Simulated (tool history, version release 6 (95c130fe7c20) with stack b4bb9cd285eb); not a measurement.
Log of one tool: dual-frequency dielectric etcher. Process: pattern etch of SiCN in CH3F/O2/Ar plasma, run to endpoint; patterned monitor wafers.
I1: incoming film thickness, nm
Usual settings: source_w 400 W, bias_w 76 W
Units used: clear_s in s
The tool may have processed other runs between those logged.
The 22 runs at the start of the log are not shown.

run 23 hour=293.8 | source_w=310 bias_w=87 | I1=5.81 | clear_s=15.7
run 24 hour=294.1 | source_w=400 bias_w=76 | I1=5.78 | clear_s=15.4
run 25 hour=299.2 | source_w=400 bias_w=70 | I1=5.81 | clear_s=16.3
run 26 hour=316.4 | source_w=310 bias_w=59 | I1=5.78 | clear_s=19.4
run 27 hour=331.1 | source_w=310 bias_w=87 | I1=5.82 | clear_s=15.7
run 28 hour=343.4 | source_w=400 bias_w=76 | I1=5.84 | clear_s=15.6
run 29 hour=358.3 | source_w=450 bias_w=83 | I1=5.80 | clear_s=14.3
run 30 hour=370.0 | source_w=400 bias_w=62 | I1=5.82 | clear_s=17.7
run 31 hour=380.9 | source_w=450 bias_w=94 | I1=5.80 | clear_s=13.3
run 32 hour=390.5 | source_w=400 bias_w=76 | I1=5.80 | clear_s=15.5

Each row is a separate what-if for the run after 32, all from the same tool condition, not one after another. Results?
run A hour=390.9 | source_w=400 bias_w=76 | I1=5.81 | clear_s=?
run B hour=390.9 | source_w=400 bias_w=66 | I1=5.81 | clear_s=?
run C hour=390.9 | source_w=340 bias_w=87 | I1=5.81 | clear_s=?
run D hour=390.9 | source_w=480 bias_w=68 | I1=5.81 | clear_s=?

run=A clear_s=15.4
run=B clear_s=16.7
run=C clear_s=15.0
run=D clear_s=15.4
Had the tool no hidden state, the same runs would have come out as:
run=A clear_s=15.5
run=B clear_s=16.9
run=C clear_s=15.1
run=D clear_s=15.6
